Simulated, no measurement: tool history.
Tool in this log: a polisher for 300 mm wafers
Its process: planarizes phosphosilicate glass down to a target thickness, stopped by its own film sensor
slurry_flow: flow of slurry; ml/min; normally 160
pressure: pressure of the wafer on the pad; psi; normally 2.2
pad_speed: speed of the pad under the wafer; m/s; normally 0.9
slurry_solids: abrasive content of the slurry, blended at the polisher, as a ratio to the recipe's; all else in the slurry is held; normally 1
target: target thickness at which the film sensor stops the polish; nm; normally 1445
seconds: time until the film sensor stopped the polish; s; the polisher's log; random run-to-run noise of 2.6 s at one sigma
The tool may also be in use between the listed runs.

run   hour  slurry_flow  pressure  pad_speed  slurry_solids  target  wafers since the last listed run  wafers polished on this pad  hours since the slurry nozzle was cleaned  hours since the head pressure was calibrated  hours since the slurry blender was calibrated  hours since the conditioning disc was replaced  incoming thickness of the incoming film, nm  seconds
  1      0          125       2.2       0.64              1    1445                                 0                          218                                      153.1                                         366.2                                           84.2                                           298.7                                       2234.1    174.4
      25.3  -- conditioning disc replaced and pad reconditioned
  2   28.1          160       2.2        0.9              1    1445                               145                          364                                      181.2                                         394.3                                          112.3                                             2.8                                       2255.9    147.8
  3   45.2          160       2.2        0.9              1    1445                                95                          459                                      198.3                                         411.4                                          129.4                                            19.9                                         2265    144.8
  4     59          160       2.2        0.9              1    1445                                76                          536                                      212.1                                         425.2                                          143.2                                            33.7                                         2271    151.8
  5   83.6          160       2.2        0.9            0.8    1445                               137                          673                                      236.7                                         449.8                                          167.8                                            58.3                                       2246.1    161.5
  6   98.2          160       2.2        0.9              1    1445                                81                          754                                      251.3                                         464.4                                          182.4                                            72.9                                       2243.5    144.1
     114.4  -- slurry blender recalibrated
     122.1  -- worn pad replaced by a new one
  7  123.5          160       2.2        0.9              1    1445                               107                            7                                      276.6                                         489.7                                            9.1                                            98.2                                       2240.7    136.8
  8  157.7          160       2.2        0.9              1    1445                               190                          198                                      310.8                                         523.9                                           43.3                                           132.4                                       2255.8    138.2
     168.1  -- slurry nozzle cleaned
  9  189.3          160       1.9       1.08           0.85    1710                               170                          368                                       21.2                                         555.5                                           74.9                                             164                                       2242.6    106.3
 10  218.2          160       2.2        0.9            1.1    1445                               161                          529                                       50.1                                         584.4                                          103.8                                           192.9                                       2233.1    126.5
     298.3  -- conditioning disc replaced and pad reconditioned
     299.2  -- head pressure recalibrated
     299.6  -- worn pad replaced by a new one, of another model than before
 11  307.6          160       2.2        0.9              1    1445                               479                           44                                      139.5                                           8.4                                          193.2                                             9.3                                       2261.5    144.9
     321.6  -- slurry blender recalibrated
 12  333.9          160       2.2        0.9              1    1445                               135                          179                                      165.8                                          34.7                                           12.3                                            35.6                                       2274.8    144.8
 13    356          160       2.8        0.9           1.15    1445                               123                          302                                      187.9                                          56.8                                           34.4                                            57.7                                       2235.2    119.9
 14  382.3          215       1.6        0.9           1.25    1445                               146                          449                                      214.2                                          83.1                                           60.7                                              84                                       2285.1    157.3
 15  414.4          205       1.9        0.9              1    1636                               178                          628                                      246.3                                         115.2                                           92.8                                           116.1                                         2208    110.1
 16  426.6          195       2.5       0.76              1    1696                                67                          696                                      258.5                                         127.4                                            105                                           128.3                                       2247.2     98.7

Run by run, hidden condition taken away, random variation retained:
Hidden state present: removal rate lost through wear of the pad, %; slurry flow missing at the pad, %; deviation of the head's pressure from its setpoint, %; abrasive missing from the slurry, %; time polished since the conditioner stopped cutting, s.
run  seconds
  1    179.9
  2    153.1
  3    150.4
  4    158.1
  5    168.9
  6    151.1
  7    144.1
  8    146.6
  9    113.6
 10    136.1
 11    146.5
 12    146.5
 13    121.3
 14    159.2
 15    111.5
 16      100
